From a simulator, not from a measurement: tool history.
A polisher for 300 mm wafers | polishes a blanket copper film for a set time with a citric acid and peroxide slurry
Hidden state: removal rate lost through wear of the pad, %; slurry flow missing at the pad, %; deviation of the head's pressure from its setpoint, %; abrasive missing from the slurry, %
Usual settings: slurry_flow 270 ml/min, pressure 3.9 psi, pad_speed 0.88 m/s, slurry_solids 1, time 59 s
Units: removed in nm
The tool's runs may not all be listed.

run	hour	slurry_flow	pressure	pad_speed	slurry_solids	time	wafers since the last listed run	wafers polished on this pad	hours since the slurry nozzle was cleaned	hours since the head pressure was calibrated	hours since the slurry blender was calibrated	incoming thickness of the incoming film, nm	removed
1	0	270	3.9	0.72	1	59	0	1386	125	215.4	120.5	658.7	127.1
2	30.4	270	3.9	0.72	1	59	336	1722	155.4	245.8	150.9	672.4	126.9
3	44	270	3.9	0.72	1	59	150	1873	169	259.4	164.5	665.7	129.3
4	72	270	3.9	0.88	1.15	59	310	2183	197	287.4	192.5	671.6	157.9
# hour 77.1: worn pad replaced by a new one
5	99	270	3.9	0.88	1.15	59	254	242	224	314.4	219.5	679	160
6	125.8	270	3.9	0.88	1.15	59	296	539	250.8	341.2	246.3	676.8	160.4
7	149.7	270	3.9	0.88	1	59	264	804	274.7	365.1	270.2	670.8	155.8
8	164.5	270	3.9	0.88	1	59	163	968	289.5	379.9	285	679.8	157.9
9	192.7	270	3.9	0.88	1	59	312	1280	317.7	408.1	313.2	678.4	157.8
10	222.5	270	3.9	0.88	1	59	330	1610	347.5	437.9	343	680.5	157.4
# hour 271.8: worn pad replaced by a new one
# hour 278.7: slurry blender recalibrated
11	312.6	270	3.4	0.72	1	59	931	430	437.6	528	33.9	673.4	113.9
12	324.8	270	3.2	1.12	1	79	135	565	449.8	540.2	46.1	663.7	220.3
13	346.9	270	4.5	0.88	1	59	244	809	471.9	562.3	68.2	682.7	182.9
14	368.6	270	3.9	0.88	1	59	240	1050	493.6	584	89.9	663	159.1
# hour 374.9: head pressure recalibrated
15	394.7	270	3.9	0.88	1	59	266	1317	519.7	19.8	116	675.3	160.6
# hour 407.9: slurry nozzle cleaned
16	426.2	270	3.9	0.88	1	59	337	1655	18.3	51.3	147.5	674.7	162.4

The next listed run, before its measurement:
17	441.3	365	5.1	0.64	0.9	59	167	1822	33.4	66.4	162.6	677.1	?

Run 17 gave removed 155.8 nm.
Without the tool's hidden state the same run would have given removed 142.8 nm.

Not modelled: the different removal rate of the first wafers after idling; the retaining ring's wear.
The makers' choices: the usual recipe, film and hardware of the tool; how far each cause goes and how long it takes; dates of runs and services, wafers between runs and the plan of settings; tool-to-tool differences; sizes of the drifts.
